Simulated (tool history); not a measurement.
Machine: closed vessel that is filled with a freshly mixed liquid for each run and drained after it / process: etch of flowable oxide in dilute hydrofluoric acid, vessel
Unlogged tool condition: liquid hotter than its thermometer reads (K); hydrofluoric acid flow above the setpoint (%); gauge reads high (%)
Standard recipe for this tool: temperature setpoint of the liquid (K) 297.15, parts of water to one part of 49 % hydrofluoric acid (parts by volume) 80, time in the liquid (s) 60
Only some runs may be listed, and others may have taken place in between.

run,hour,temperature setpoint of the liquid (K),parts of water to one part of 49 % hydrofluoric acid (parts by volume),time in the liquid (s),wafers since the last listed run,hours since the thermometer was replaced,hours since the hydrofluoric acid flow meter was replaced,hours since the gauge calibration,"read-back film thickness of the flowable oxide reference wafer, read on the same gauge (nm)",thickness taken off the flowable oxide on a monitor wafer (nm)
1,0,297.15,90,60,0,1047.8,2312.9,194.1,50.02,36.36
2,11.8,293.65,80,60,1339,1059.6,2324.7,205.9,50,35.93
3,20,297.15,80,60,931,1067.8,2332.9,214.1,49.99,41.47
4,36,297.15,80,60,1816,1083.8,2348.9,230.1,50.01,42.09
5,45.9,295.65,80,60,1124,1093.7,2358.8,240,49.99,39.25
6,54.8,297.15,80,60,1010,1102.6,2367.7,248.9,50,41.03
7,65.4,297.15,80,60,1203,1113.2,2378.3,259.5,50.01,42.04
8,79.8,297.15,80,60,1635,1127.6,2392.7,273.9,50.02,41.67
9,86.3,297.15,80,60,738,1134.1,2399.2,280.4,50,41.6
10,93.8,297.15,80,60,851,1141.6,2406.7,287.9,50,41.54
11,104.6,297.15,80,60,1226,1152.4,2417.5,298.7,49.99,41.91
12,111.6,297.15,80,60,794,1159.4,2424.5,305.7,50,41.7
13,127,300.15,80,60,1748,1174.8,2439.9,321.1,50.02,47.19
14,134.5,293.65,80,35,851,1182.3,2447.4,328.6,50,21.04
15,141.8,297.15,80,60,828,1189.6,2454.7,335.9,50,41.66
16,155.1,297.15,50,90,1510,1202.9,2468,349.2,50,103.93
# hour 156.2: thermometer replaced
17,199.4,294.65,80,40,4916,43.2,2512.3,393.5,49.98,23.77
18,211.5,297.15,80,60,1373,55.3,2524.4,405.6,50.02,39.12
19,229.3,297.15,90,60,2021,73.1,2542.2,423.4,49.99,34.67
# hour 230.8: hydrofluoric acid flow meter replaced
20,243.9,297.15,80,60,1544,87.7,13.1,438,49.97,39.18
21,250.5,297.15,80,60,749,94.3,19.7,444.6,49.99,39.1
22,257.1,294.65,115,95,749,100.9,26.3,451.2,49.97,37.5
23,265.5,297.15,80,60,953,109.3,34.7,459.6,50.01,39.58
24,280,295.65,120,35,1646,123.8,49.2,474.1,50.04,13.61
25,292.8,297.15,40,45,1453,136.6,62,486.9,49.98,62.89
26,304.6,299.65,80,95,1339,148.4,73.8,498.7,49.98,69.15
27,314.3,297.15,80,85,1101,158.1,83.5,508.4,50.01,55.89
28,320.7,300.65,80,60,726,164.5,89.9,514.8,50.02,45.8
29,335.6,298.65,105,80,1691,179.4,104.8,529.7,50.01,41.21
30,353.4,297.15,80,60,2021,197.2,122.6,547.5,50,39.62
# hour 355.2: gauge calibrated
31,406.1,297.15,40,60,5983,249.9,175.3,50.9,50.05,84.91
32,421.3,295.15,80,60,1725,265.1,190.5,66.1,50,36.92
33,434.8,301.65,70,35,1532,278.6,204,79.6,50.01,32.02
34,451.3,297.15,120,60,1873,295.1,220.5,96.1,49.99,25.01
35,462.5,297.15,80,60,1271,306.3,231.7,107.3,49.99,40

Measured less the same run without the tool's hidden state. The same run-to-run variation is in both; the gauge's scatter may not be:
run,thickness taken off the flowable oxide on a monitor wafer (nm)
1,+2.27
2,+2.35
3,+2.66
4,+2.74
5,+2.6
6,+2.71
7,+2.8
8,+2.81
9,+2.83
10,+2.83
11,+2.89
12,+2.89
13,+3.23
14,+1.53
15,+2.95
16,+7.61
17,+0.26
18,+0.42
19,+0.41
20,+0.5
21,+0.52
22,+0.51
23,+0.55
24,+0.2
25,+1.03
26,+1.1
27,+0.96
28,+0.78
29,+0.73
30,+0.77
31,+1.98
32,+0.88
33,+0.75
34,+0.6
35,+1.03
